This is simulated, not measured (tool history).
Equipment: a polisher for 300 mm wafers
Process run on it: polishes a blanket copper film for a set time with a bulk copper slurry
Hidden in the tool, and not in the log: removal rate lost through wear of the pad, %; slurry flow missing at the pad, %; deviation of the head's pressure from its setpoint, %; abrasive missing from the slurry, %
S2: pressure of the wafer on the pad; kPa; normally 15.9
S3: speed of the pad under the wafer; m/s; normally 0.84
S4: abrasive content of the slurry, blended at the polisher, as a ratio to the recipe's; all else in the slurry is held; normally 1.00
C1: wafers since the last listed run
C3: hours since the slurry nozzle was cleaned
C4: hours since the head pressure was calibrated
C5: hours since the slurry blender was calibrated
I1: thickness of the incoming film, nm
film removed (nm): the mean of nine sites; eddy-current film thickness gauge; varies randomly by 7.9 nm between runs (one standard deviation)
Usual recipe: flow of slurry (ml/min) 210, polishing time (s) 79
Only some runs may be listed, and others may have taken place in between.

{"run": 1, "day": 0.0, "flow of slurry (ml/min)": 210, "S2": 15.9, "S3": 0.84, "S4": 1.0, "polishing time (s)": 79, "C1": 0, "wafers polished on this pad": 103, "C3": 78.7, "C4": 683.1, "C5": 27.3, "I1": 2147.9, "film removed (nm)": 506.3}
{"run": 2, "day": 1.258, "flow of slurry (ml/min)": 210, "S2": 15.9, "S3": 0.84, "S4": 1.0, "polishing time (s)": 79, "C1": 228, "wafers polished on this pad": 331, "C3": 108.9, "C4": 713.3, "C5": 57.5, "I1": 2151.6, "film removed (nm)": 510.0}
{"run": 3, "day": 2.029, "flow of slurry (ml/min)": 210, "S2": 15.9, "S3": 0.84, "S4": 1.0, "polishing time (s)": 79, "C1": 139, "wafers polished on this pad": 471, "C3": 127.4, "C4": 731.8, "C5": 76.0, "I1": 2135.0, "film removed (nm)": 496.8}
{"run": 4, "day": 3.217, "flow of slurry (ml/min)": 210, "S2": 15.9, "S3": 0.84, "S4": 1.0, "polishing time (s)": 79, "C1": 215, "wafers polished on this pad": 687, "C3": 155.9, "C4": 760.3, "C5": 104.5, "I1": 2131.5, "film removed (nm)": 505.7}
{"run": 5, "day": 4.271, "flow of slurry (ml/min)": 210, "S2": 15.9, "S3": 0.84, "S4": 1.0, "polishing time (s)": 88, "C1": 191, "wafers polished on this pad": 878, "C3": 181.2, "C4": 785.6, "C5": 129.8, "I1": 2149.0, "film removed (nm)": 555.8}
{"run": 6, "day": 4.821, "flow of slurry (ml/min)": 210, "S2": 15.9, "S3": 0.84, "S4": 1.0, "polishing time (s)": 79, "C1": 99, "wafers polished on this pad": 978, "C3": 194.4, "C4": 798.8, "C5": 143.0, "I1": 2173.2, "film removed (nm)": 488.0}
{"run": 7, "day": 5.946, "flow of slurry (ml/min)": 210, "S2": 15.9, "S3": 0.84, "S4": 1.0, "polishing time (s)": 79, "C1": 204, "wafers polished on this pad": 1182, "C3": 221.4, "C4": 825.8, "C5": 170.0, "I1": 2143.0, "film removed (nm)": 492.7}
{"day": 6.596, "done": "worn pad replaced by a new one"}
{"run": 8, "day": 6.617, "flow of slurry (ml/min)": 210, "S2": 15.9, "S3": 0.84, "S4": 1.0, "polishing time (s)": 79, "C1": 91, "wafers polished on this pad": 3, "C3": 237.5, "C4": 841.9, "C5": 186.1, "I1": 2161.6, "film removed (nm)": 499.6}
{"run": 9, "day": 7.817, "flow of slurry (ml/min)": 210, "S2": 15.9, "S3": 0.84, "S4": 1.0, "polishing time (s)": 79, "C1": 217, "wafers polished on this pad": 221, "C3": 266.3, "C4": 870.7, "C5": 214.9, "I1": 2145.9, "film removed (nm)": 493.7}
{"run": 10, "day": 9.183, "flow of slurry (ml/min)": 180, "S2": 15.9, "S3": 1.04, "S4": 1.0, "polishing time (s)": 79, "C1": 248, "wafers polished on this pad": 469, "C3": 299.1, "C4": 903.5, "C5": 247.7, "I1": 2180.9, "film removed (nm)": 592.1}
{"run": 11, "day": 9.858, "flow of slurry (ml/min)": 210, "S2": 15.9, "S3": 0.84, "S4": 1.0, "polishing time (s)": 79, "C1": 122, "wafers polished on this pad": 591, "C3": 315.3, "C4": 919.7, "C5": 263.9, "I1": 2139.5, "film removed (nm)": 484.4}
{"day": 10.708, "done": "slurry blender recalibrated"}
{"day": 10.892, "done": "head pressure recalibrated"}
{"run": 12, "day": 11.275, "flow of slurry (ml/min)": 210, "S2": 15.9, "S3": 0.84, "S4": 1.0, "polishing time (s)": 79, "C1": 226, "wafers polished on this pad": 818, "C3": 349.3, "C4": 9.2, "C5": 13.6, "I1": 2164.9, "film removed (nm)": 562.2}
{"day": 12.196, "done": "worn pad replaced by a new one"}
{"run": 13, "day": 12.421, "flow of slurry (ml/min)": 210, "S2": 15.9, "S3": 0.84, "S4": 1.0, "polishing time (s)": 79, "C1": 177, "wafers polished on this pad": 40, "C3": 376.8, "C4": 36.7, "C5": 41.1, "I1": 2136.9, "film removed (nm)": 548.3}
{"run": 14, "day": 16.5, "flow of slurry (ml/min)": 210, "S2": 15.9, "S3": 0.84, "S4": 1.0, "polishing time (s)": 91, "C1": 740, "wafers polished on this pad": 781, "C3": 474.7, "C4": 134.6, "C5": 139.0, "I1": 2206.7, "film removed (nm)": 607.9}
{"run": 15, "day": 17.662, "flow of slurry (ml/min)": 210, "S2": 15.9, "S3": 1.0, "S4": 1.0, "polishing time (s)": 79, "C1": 210, "wafers polished on this pad": 992, "C3": 502.6, "C4": 162.5, "C5": 166.9, "I1": 2139.8, "film removed (nm)": 648.2}
{"day": 18.954, "done": "worn pad replaced by a new one"}
{"run": 16, "day": 18.975, "flow of slurry (ml/min)": 235, "S2": 11.7, "S3": 0.98, "S4": 1.2, "polishing time (s)": 79, "C1": 207, "wafers polished on this pad": 3, "C3": 534.1, "C4": 194.0, "C5": 198.4, "I1": 2194.6, "film removed (nm)": 496.7}
{"run": 17, "day": 19.917, "flow of slurry (ml/min)": 265, "S2": 17.9, "S3": 0.84, "S4": 0.7, "polishing time (s)": 58, "C1": 170, "wafers polished on this pad": 174, "C3": 556.7, "C4": 216.6, "C5": 221.0, "I1": 2168.0, "film removed (nm)": 419.4}
{"run": 18, "day": 20.883, "flow of slurry (ml/min)": 210, "S2": 11.0, "S3": 0.64, "S4": 1.0, "polishing time (s)": 54, "C1": 175, "wafers polished on this pad": 350, "C3": 579.9, "C4": 239.8, "C5": 244.2, "I1": 2148.3, "film removed (nm)": 198.5}
{"run": 19, "day": 21.921, "flow of slurry (ml/min)": 210, "S2": 15.9, "S3": 0.84, "S4": 1.0, "polishing time (s)": 79, "C1": 188, "wafers polished on this pad": 538, "C3": 604.8, "C4": 264.7, "C5": 269.1, "I1": 2130.3, "film removed (nm)": 528.0}
{"run": 20, "day": 22.558, "flow of slurry (ml/min)": 265, "S2": 15.9, "S3": 0.84, "S4": 0.8, "polishing time (s)": 79, "C1": 115, "wafers polished on this pad": 654, "C3": 620.1, "C4": 280.0, "C5": 284.4, "I1": 2152.4, "film removed (nm)": 524.0}
{"day": 22.842, "done": "slurry blender recalibrated"}
{"run": 21, "day": 23.954, "flow of slurry (ml/min)": 140, "S2": 12.4, "S3": 1.06, "S4": 1.0, "polishing time (s)": 57, "C1": 238, "wafers polished on this pad": 892, "C3": 653.6, "C4": 313.5, "C5": 26.7, "I1": 2161.4, "film removed (nm)": 362.2}
{"day": 24.446, "done": "slurry nozzle cleaned"}
{"run": 22, "day": 25.154, "flow of slurry (ml/min)": 210, "S2": 15.9, "S3": 0.84, "S4": 1.0, "polishing time (s)": 92, "C1": 210, "wafers polished on this pad": 1102, "C3": 17.0, "C4": 342.3, "C5": 55.5, "I1": 2169.1, "film removed (nm)": 614.9}
{"day": 26.1, "done": "worn pad replaced by a new one"}
{"run": 23, "day": 26.488, "flow of slurry (ml/min)": 265, "S2": 15.9, "S3": 0.62, "S4": 0.8, "polishing time (s)": 93, "C1": 211, "wafers polished on this pad": 70, "C3": 49.0, "C4": 374.3, "C5": 87.5, "I1": 2158.0, "film removed (nm)": 455.6}
{"run": 24, "day": 27.158, "flow of slurry (ml/min)": 210, "S2": 15.9, "S3": 0.84, "S4": 1.15, "polishing time (s)": 54, "C1": 121, "wafers polished on this pad": 192, "C3": 65.1, "C4": 390.4, "C5": 103.6, "I1": 2163.7, "film removed (nm)": 374.9}
{"run": 25, "day": 28.4, "flow of slurry (ml/min)": 240, "S2": 11.7, "S3": 0.84, "S4": 0.85, "polishing time (s)": 63, "C1": 225, "wafers polished on this pad": 417, "C3": 94.9, "C4": 420.2, "C5": 133.4, "I1": 2147.7, "film removed (nm)": 304.9}
{"run": 26, "day": 29.846, "flow of slurry (ml/min)": 265, "S2": 10.3, "S3": 0.7, "S4": 1.0, "polishing time (s)": 51, "C1": 262, "wafers polished on this pad": 680, "C3": 129.6, "C4": 454.9, "C5": 168.1, "I1": 2175.0, "film removed (nm)": 195.5}
{"run": 27, "day": 30.446, "flow of slurry (ml/min)": 265, "S2": 15.9, "S3": 0.84, "S4": 0.8, "polishing time (s)": 79, "C1": 108, "wafers polished on this pad": 789, "C3": 144.0, "C4": 469.3, "C5": 182.5, "I1": 2142.8, "film removed (nm)": 502.6}
{"run": 28, "day": 31.45, "flow of slurry (ml/min)": 210, "S2": 15.9, "S3": 0.84, "S4": 1.0, "polishing time (s)": 79, "C1": 182, "wafers polished on this pad": 971, "C3": 168.1, "C4": 493.4, "C5": 206.6, "I1": 2159.1, "film removed (nm)": 513.2}
{"run": 29, "day": 32.058, "flow of slurry (ml/min)": 210, "S2": 15.9, "S3": 0.84, "S4": 1.0, "polishing time (s)": 79, "C1": 110, "wafers polished on this pad": 1081, "C3": 182.7, "C4": 508.0, "C5": 221.2, "I1": 2143.1, "film removed (nm)": 523.3}

Predict each of these 5 candidate next runs independently; none follows another, all start after run 29:
{"run": "A", "day": 32.079, "flow of slurry (ml/min)": 210, "S2": 15.9, "S3": 0.84, "S4": 1.0, "polishing time (s)": 60, "C1": 3, "wafers polished on this pad": 1085, "C3": 183.2, "C4": 508.5, "C5": 221.7, "I1": 2182.4, "film removed (nm)": "?"}
{"run": "B", "day": 32.079, "flow of slurry (ml/min)": 230, "S2": 15.9, "S3": 0.56, "S4": 1.0, "polishing time (s)": 66, "C1": 3, "wafers polished on this pad": 1085, "C3": 183.2, "C4": 508.5, "C5": 221.7, "I1": 2182.4, "film removed (nm)": "?"}
{"run": "C", "day": 32.079, "flow of slurry (ml/min)": 255, "S2": 11.0, "S3": 0.84, "S4": 1.0, "polishing time (s)": 58, "C1": 3, "wafers polished on this pad": 1085, "C3": 183.2, "C4": 508.5, "C5": 221.7, "I1": 2182.4, "film removed (nm)": "?"}
{"run": "D", "day": 32.079, "flow of slurry (ml/min)": 210, "S2": 15.9, "S3": 1.12, "S4": 1.3, "polishing time (s)": 79, "C1": 3, "wafers polished on this pad": 1085, "C3": 183.2, "C4": 508.5, "C5": 221.7, "I1": 2182.4, "film removed (nm)": "?"}
{"run": "E", "day": 32.079, "flow of slurry (ml/min)": 210, "S2": 11.7, "S3": 0.84, "S4": 0.75, "polishing time (s)": 79, "C1": 3, "wafers polished on this pad": 1085, "C3": 183.2, "C4": 508.5, "C5": 221.7, "I1": 2182.4, "film removed (nm)": "?"}

run=A film_removed_(nm)=398.4
run=B film_removed_(nm)=295.8
run=C film_removed_(nm)=280.2
run=D film_removed_(nm)=743.1
run=E film_removed_(nm)=369.3
Take away the tool's hidden state, keep each run's random variation, and the runs would have read:
run=A film_removed_(nm)=428.6
run=B film_removed_(nm)=318.1
run=C film_removed_(nm)=301.4
run=D film_removed_(nm)=799.3
run=E film_removed_(nm)=397.2
